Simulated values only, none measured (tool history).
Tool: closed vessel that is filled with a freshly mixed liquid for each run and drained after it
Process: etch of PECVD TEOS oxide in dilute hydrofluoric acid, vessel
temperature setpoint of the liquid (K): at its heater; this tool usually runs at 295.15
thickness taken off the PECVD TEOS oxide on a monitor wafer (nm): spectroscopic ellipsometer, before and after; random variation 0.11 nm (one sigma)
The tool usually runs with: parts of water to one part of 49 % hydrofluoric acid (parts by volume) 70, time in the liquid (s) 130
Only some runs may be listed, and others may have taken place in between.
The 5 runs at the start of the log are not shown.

run     day  temperature setpoint of the liquid (K)  parts of water to one part of 49 % hydrofluoric acid (parts by volume)  time in the liquid (s)  wafers since the last listed run  hours since the thermometer was replaced  hours since the hydrofluoric acid flow meter was replaced  hours since the gauge calibration  read-back film thickness of the PECVD TEOS oxide reference wafer, read on the same gauge (nm)  thickness taken off the PECVD TEOS oxide on a monitor wafer (nm)
  6   2.371                                  295.15                                                                      70                     130                               378                                    2620.4                                                     2206.8                              361.8                                                                                         120.03                                                             19.16
        2.6  -- hydrofluoric acid flow meter replaced
  7   2.908                                  295.15                                                                      70                     130                               726                                    2633.3                                                        7.4                              374.7                                                                                         120.04                                                             16.73
  8   3.612                                  295.15                                                                      70                     130                              1032                                    2650.2                                                       24.3                              391.6                                                                                            120                                                             16.49
  9   3.867                                  295.15                                                                      60                     170                               372                                    2656.3                                                       30.4                              397.7                                                                                         119.99                                                             25.59
 10   4.342                                  295.15                                                                      60                     170                               696                                    2667.7                                                       41.8                              409.1                                                                                         119.96                                                             25.88
 11   4.696                                  296.15                                                                      70                     105                               519                                    2676.2                                                       50.3                              417.6                                                                                         120.01                                                             13.99
 12   5.108                                  295.15                                                                      70                     105                               604                                    2686.1                                                       60.2                              427.5                                                                                         119.98                                                             13.38
 13   5.533                                  295.15                                                                      70                     205                               623                                    2696.3                                                       70.4                              437.7                                                                                         120.01                                                             26.27
 14   6.042                                  295.15                                                                      70                      95                               745                                    2708.5                                                       82.6                              449.9                                                                                         119.97                                                             12.29
 15   6.683                                  297.65                                                                     105                     130                               940                                    2723.9                                                         98                              465.3                                                                                         120.06                                                             11.96
 16   7.012                                  297.65                                                                      45                      65                               482                                    2731.8                                                      105.9                              473.2                                                                                         119.99                                                             14.97
 17   7.704                                  295.15                                                                      70                     130                              1013                                    2748.4                                                      122.5                              489.8                                                                                         120.02                                                             16.96
 18   8.412                                  295.15                                                                      70                     130                              1038                                    2765.4                                                      139.5                              506.8                                                                                         119.97                                                              16.7
      8.983  -- thermometer replaced
 19   9.112                                  290.65                                                                      80                     195                               965                                       3.1                                                      156.3                              523.6                                                                                            120                                                             18.06
 20   9.625                                  295.15                                                                      60                     130                               751                                      15.4                                                      168.6                              535.9                                                                                         120.04                                                             19.63
 21  10.258                                  295.15                                                                      70                     130                               928                                      30.6                                                      183.8                              551.1                                                                                         120.05                                                             16.66
 22  10.879                                  298.65                                                                      70                     190                               910                                      45.5                                                      198.7                                566                                                                                         119.99                                                             28.59
 23  11.154                                  298.65                                                                      45                     110                               403                                      52.1                                                      205.3                              572.6                                                                                            120                                                             26.26
       11.5  -- gauge calibrated
 24  11.608                                  295.15                                                                      70                      90                               665                                        63                                                      216.2                                2.6                                                                                            120                                                             11.55
 25  12.046                                  295.15                                                                      70                     130                               641                                      73.5                                                      226.7                               13.1                                                                                         120.02                                                             16.86
 26  12.767                                  295.15                                                                      70                     130                              1056                                      90.8                                                        244                               30.4                                                                                         119.99                                                             17.01
 27   13.15                                  299.65                                                                      85                     130                               561                                       100                                                      253.2                               39.6                                                                                         120.02                                                              16.4

Run 28 has not been measured yet. What should we expect?
 28  13.858                                  299.65                                                                      70                     130                              1038                                       117                                                      270.2                               56.6                                                                                              ?                                                                 ?

read-back film thickness of the PECVD TEOS oxide reference wafer, read on the same gauge (nm): 119.98
thickness taken off the PECVD TEOS oxide on a monitor wafer (nm): 20.55
On a tool with no hidden condition, and with the same random variation, this run would have come out at thickness taken off the PECVD TEOS oxide on a monitor wafer (nm) 20.03.
